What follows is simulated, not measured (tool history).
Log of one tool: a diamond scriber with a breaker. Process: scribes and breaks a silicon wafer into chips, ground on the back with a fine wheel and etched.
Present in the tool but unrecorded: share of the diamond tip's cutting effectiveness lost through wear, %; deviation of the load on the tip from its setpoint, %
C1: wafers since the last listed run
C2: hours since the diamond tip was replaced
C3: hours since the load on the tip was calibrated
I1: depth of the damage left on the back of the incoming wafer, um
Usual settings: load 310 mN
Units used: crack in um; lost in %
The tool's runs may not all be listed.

Run 1, hour 0: usual settings; C1 0; C2 251.8; C3 483.2; I1 0.79. Result: crack 11.54 um, lost 0.53 %.
Run 2, hour 9.2: usual settings but load 329 mN; C1 15; C2 261; C3 492.4; I1 0.71. Result: crack 11.9 um, lost 0.62 %.
Run 3, hour 22.2: usual settings; C1 21; C2 274; C3 505.4; I1 0.59. Result: crack 11.48 um, lost 0.58 %.
Run 4, hour 28.3: usual settings; C1 10; C2 280.1; C3 511.5; I1 0.52. Result: crack 11.99 um, lost 0.53 %.
Run 5, hour 59.6: usual settings; C1 52; C2 311.4; C3 542.8; I1 0.53. Result: crack 11.38 um, lost 0.5 %.
Run 6, hour 72.1: usual settings; C1 21; C2 323.9; C3 555.3; I1 0.35. Result: crack 11.66 um, lost 0.51 %.
Run 7, hour 88.1: usual settings but load 252 mN; C1 27; C2 339.9; C3 571.3; I1 0.55. Result: crack 10.13 um, lost 2.97 %.
Run 8, hour 104.2: usual settings but load 369 mN; C1 27; C2 356; C3 587.4; I1 0.31. Result: crack 13.12 um, lost 2.19 %.
Run 9, hour 118.3: usual settings but load 369 mN; C1 23; C2 370.1; C3 601.5; I1 0.51. Result: crack 13.4 um, lost 2.61 %.
At hour 126.9: diamond tip replaced by a new one.
Run 10, hour 127.4: usual settings; C1 12; C2 0.5; C3 610.6; I1 0.65. Result: crack 11.74 um, lost 0.53 %.
Run 11, hour 141.5: usual settings but load 335 mN; C1 23; C2 14.6; C3 624.7; I1 0.53. Result: crack 12.21 um, lost 0.91 %.
Run 12, hour 156.3: usual settings but load 335 mN; C1 25; C2 29.4; C3 639.5; I1 0.59. Result: crack 12.44 um, lost 0.81 %.
Run 13, hour 163.5: usual settings; C1 12; C2 36.6; C3 646.7; I1 0.75. Result: crack 11.89 um, lost 0.53 %.
Run 14, hour 178.7: usual settings; C1 25; C2 51.8; C3 661.9; I1 0.41. Result: crack 11.64 um, lost 0.5 %.
Run 15, hour 191.8: usual settings but load 331 mN; C1 22; C2 64.9; C3 675; I1 0.4. Result: crack 12.35 um, lost 0.77 %.
Run 16, hour 202.1: usual settings but load 285 mN; C1 17; C2 75.2; C3 685.3; I1 0.62. Result: crack 10.86 um, lost 0.97 %.
At hour 206.9: load on the tip recalibrated.
Run 17, hour 208.4: usual settings but load 285 mN; C1 7; C2 81.5; C3 1.5; I1 0.72. Result: crack 11.14 um, lost 0.97 %.
Run 18, hour 214.9: usual settings but load 261 mN; C1 10; C2 88; C3 8; I1 0.48. Result: crack 10.18 um, lost 2.09 %.
Run 19, hour 232.4: usual settings; C1 29; C2 105.5; C3 25.5; I1 0.69. Result: crack 12.02 um, lost 0.62 %.
Run 20, hour 274.7: usual settings; C1 71; C2 147.8; C3 67.8; I1 0.73. Result: crack 11.9 um, lost 0.49 %.
Run 21, hour 290.6: usual settings; C1 26; C2 163.7; C3 83.7; I1 0.53. Result: crack 11.51 um, lost 0.54 %.
Run 22, hour 300.4: usual settings but load 273 mN; C1 16; C2 173.5; C3 93.5; I1 0.31. Result: crack 10.39 um, lost 1.74 %.
Run 23, hour 308.8: usual settings; C1 14; C2 181.9; C3 101.9; I1 0.62. Result: crack 11.52 um, lost 0.53 %.
Run 24, hour 318.4: usual settings but load 363 mN; C1 16; C2 191.5; C3 111.5; I1 0.44. Result: crack 13.02 um, lost 2.04 %.
Run 25, hour 361.7: usual settings but load 228 mN; C1 73; C2 234.8; C3 154.8; I1 0.49. Result: crack 9.21 um, lost 7.07 %.
Run 26, hour 376.9: usual settings but load 256 mN; C1 25; C2 250; C3 170; I1 0.72. Result: crack 9.96 um, lost 2.7 %.
Run 27, hour 389.1: usual settings; C1 20; C2 262.2; C3 182.2; I1 0.67. Result: crack 11.72 um, lost 0.48 %.
Run 28, hour 403.8: usual settings; C1 24; C2 276.9; C3 196.9; I1 0.76. Result: crack 11.5 um, lost 0.52 %.
Run 29, hour 410.5: usual settings but load 378 mN; C1 11; C2 283.6; C3 203.6; I1 0.49. Result: crack 13.54 um, lost 2.83 %.
Run 30, hour 417.6: usual settings but load 384 mN; C1 12; C2 290.7; C3 210.7; I1 0.66. Result: crack 13.71 um, lost 3.1 %.
At hour 450.6: diamond tip replaced by a new one.
Run 31, hour 468.2: usual settings but load 379 mN; C1 82; C2 17.6; C3 261.3; I1 0.39. Result: crack 13.54 um, lost 2.84 %.
Run 32, hour 477.4: usual settings but load 370 mN; C1 15; C2 26.8; C3 270.5; I1 0.45. Result: crack 13.56 um, lost 2.47 %.
Run 33, hour 489.1: usual settings; C1 19; C2 38.5; C3 282.2; I1 0.58. Result: crack 11.6 um, lost 0.5 %.
Run 34, hour 495.7: usual settings but load 280 mN; C1 11; C2 45.1; C3 288.8; I1 0.74. Result: crack 10.57 um, lost 1.02 %.
Run 35, hour 513.3: usual settings but load 348 mN; C1 29; C2 62.7; C3 306.4; I1 0.44. Result: crack 12.64 um, lost 1.26 %.
Run 36, hour 529.1: usual settings; C1 26; C2 78.5; C3 322.2; I1 0.5. Result: crack 11.43 um, lost 0.49 %.
Run 37, hour 535.1: usual settings; C1 10; C2 84.5; C3 328.2; I1 0.71. Result: crack 11.71 um, lost 0.48 %.
Run 38, hour 543: usual settings but load 276 mN; C1 13; C2 92.4; C3 336.1; I1 0.5. Result: crack 10.97 um, lost 1.25 %.
Run 39, hour 553.1: usual settings but load 283 mN; C1 17; C2 102.5; C3 346.2; I1 0.68. Result: crack 10.8 um, lost 0.98 %.
Run 40, hour 566: usual settings; C1 21; C2 115.4; C3 359.1; I1 0.68. Result: crack 11.56 um, lost 0.53 %.
Run 41, hour 573.9: usual settings but load 350 mN; C1 13; C2 123.3; C3 367; I1 0.41. Result: crack 13.01 um, lost 1.45 %.
Run 42, hour 581.7: usual settings but load 402 mN; C1 13; C2 131.1; C3 374.8; I1 0.35. Result: crack 13.99 um, lost 4.49 %.
Run 43, hour 590.6: usual settings but load 232 mN; C1 15; C2 140; C3 383.7; I1 0.79. Result: crack 9.5 um, lost 5.73 %.

Across each entry between runs, compare the hidden state at the last listed run before it with the hidden state at the first listed run after it:
Between runs 9 and 10: diamond tip replaced by a new one (hour 126.9)
  no hidden state differs between the two runs
Between runs 16 and 17: load on the tip recalibrated (hour 206.9)
  no hidden state differs between the two runs
Between runs 30 and 31: diamond tip replaced by a new one (hour 450.6)
  no hidden state differs between the two runs
